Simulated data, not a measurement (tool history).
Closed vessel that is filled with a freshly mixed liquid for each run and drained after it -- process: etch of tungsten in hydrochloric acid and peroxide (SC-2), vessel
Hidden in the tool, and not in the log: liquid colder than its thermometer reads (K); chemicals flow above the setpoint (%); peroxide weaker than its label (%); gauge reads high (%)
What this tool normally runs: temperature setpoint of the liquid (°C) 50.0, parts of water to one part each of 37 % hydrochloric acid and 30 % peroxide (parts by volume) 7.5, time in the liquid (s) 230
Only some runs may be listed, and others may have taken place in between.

run,hour,temperature setpoint of the liquid (°C),parts of water to one part each of 37 % hydrochloric acid and 30 % peroxide (parts by volume),time in the liquid (s),wafers since the last listed run,hours since the thermometer was replaced,hours since the chemicals flow meter was replaced,hours since the drum of peroxide was connected,hours since the gauge calibration,"read-back film thickness of the tungsten reference wafer, read on the same gauge (nm)",thickness taken off the tungsten on a monitor wafer (angstrom)
1,0.0,50.0,7.5,230,0,264.7,1116.6,141.6,1415.4,30.02,374.4
# hour 110.4: gauge calibrated
# hour 180.1: chemicals flow meter replaced
2,224.7,50.0,7.5,230,24536,489.4,44.6,366.3,114.3,29.97,365.9
3,264.6,50.0,7.5,270,4376,529.3,84.5,406.2,154.2,29.98,433.0
4,320.6,50.0,7.5,270,6142,585.3,140.5,462.2,210.2,29.98,432.6
5,378.6,50.0,7.5,230,6361,643.3,198.5,520.2,268.2,30.02,368.6
6,442.3,50.0,6.0,230,6986,707.0,262.2,583.9,331.9,30.01,437.6
7,523.9,50.0,6.0,230,8950,788.6,343.8,665.5,413.5,30.00,435.0
8,588.1,50.0,7.5,230,7041,852.8,408.0,729.7,477.7,30.02,363.1
9,645.1,50.0,7.5,230,6252,909.8,465.0,786.7,534.7,30.00,361.8
10,694.9,50.0,7.5,230,5462,959.6,514.8,836.5,584.5,29.98,364.9
11,802.2,50.0,7.5,230,11769,1066.9,622.1,943.8,691.8,30.01,362.7
12,867.7,50.0,7.5,230,7184,1132.4,687.6,1009.3,757.3,30.01,357.6
13,973.4,50.0,7.5,230,11593,1238.1,793.3,1115.0,863.0,30.02,360.2
# hour 1002.7: new drum of peroxide connected
14,1078.8,50.0,7.5,230,11451,1343.5,898.7,76.1,968.4,29.99,354.4
15,1176.6,50.0,7.5,230,10727,1441.3,996.5,173.9,1066.2,30.03,358.6
16,1273.5,50.0,5.5,110,10628,1538.2,1093.4,270.8,1163.1,29.98,213.8
17,1381.0,50.0,11.5,180,11791,1645.7,1200.9,378.3,1270.6,30.00,194.2
18,1421.9,50.0,11.0,230,4486,1686.6,1241.8,419.2,1311.5,30.03,257.1
# hour 1483.0: gauge calibrated
19,1490.2,41.5,5.5,325,7491,1754.9,1310.1,487.5,7.2,29.99,345.7
20,1550.0,50.0,7.5,230,6559,1814.7,1369.9,547.3,67.0,30.01,351.2
21,1600.1,50.0,7.5,230,5495,1864.8,1420.0,597.4,117.1,30.04,351.8
# hour 1632.1: thermometer replaced
22,1655.6,50.0,7.5,230,5977,23.5,1475.5,652.9,172.6,29.99,375.3
# hour 1719.5: chemicals flow meter replaced
23,1725.7,50.0,7.5,330,7579,93.6,6.2,723.0,242.7,30.02,542.9
24,1826.0,50.0,7.5,230,11001,193.9,106.5,823.3,343.0,29.99,371.9
25,1902.6,50.0,7.5,230,8401,270.5,183.1,899.9,419.6,30.02,370.6
# hour 1918.6: new drum of peroxide connected
26,1977.5,50.0,5.5,350,8105,345.4,258.0,58.9,494.5,29.99,708.3
27,2079.1,50.0,11.5,230,11144,447.0,359.6,160.5,596.1,30.02,256.5
28,2166.2,43.5,4.5,320,9553,534.1,446.7,247.6,683.2,29.99,479.1
29,2237.6,50.0,7.5,230,7831,605.5,518.1,319.0,754.6,30.01,366.0
30,2324.1,50.0,7.5,115,9487,692.0,604.6,405.5,841.1,30.00,182.8

Describe how what the log doesn't record of the tool's condition differs between the last listed run preceding each entry between runs and the first listed run following it.
In the gap between runs 1 and 2: gauge calibrated (hour 110.4); chemicals flow meter replaced (hour 180.1)
  liquid colder than its thermometer reads (K): 0.261 -> 0.397
  measured less the result without the state, thickness taken off the tungsten on a monitor wafer (angstrom): -6.5 -> -9.9
In the gap between runs 13 and 14: new drum of peroxide connected (hour 1002.7)
  liquid colder than its thermometer reads (K): 0.851 -> 0.915
  measured less the result without the state, thickness taken off the tungsten on a monitor wafer (angstrom): -21.0 -> -22.3
In the gap between runs 18 and 19: gauge calibrated (hour 1483.0)
  liquid colder than its thermometer reads (K): 1.12 -> 1.16
  measured less the result without the state, thickness taken off the tungsten on a monitor wafer (angstrom): -20.0 -> -29.5
In the gap between runs 21 and 22: thermometer replaced (hour 1632.1)
  liquid colder than its thermometer reads (K): 1.23 -> 0.204
  measured less the result without the state, thickness taken off the tungsten on a monitor wafer (angstrom): -30.2 -> -5.0
In the gap between runs 22 and 23: chemicals flow meter replaced (hour 1719.5)
  liquid colder than its thermometer reads (K): 0.204 -> 0.246
  measured less the result without the state, thickness taken off the tungsten on a monitor wafer (angstrom): -5.0 -> -9.1
In the gap between runs 25 and 26: new drum of peroxide connected (hour 1918.6)
  liquid colder than its thermometer reads (K): 0.353 -> 0.399
  measured less the result without the state, thickness taken off the tungsten on a monitor wafer (angstrom): -8.7 -> -19.1
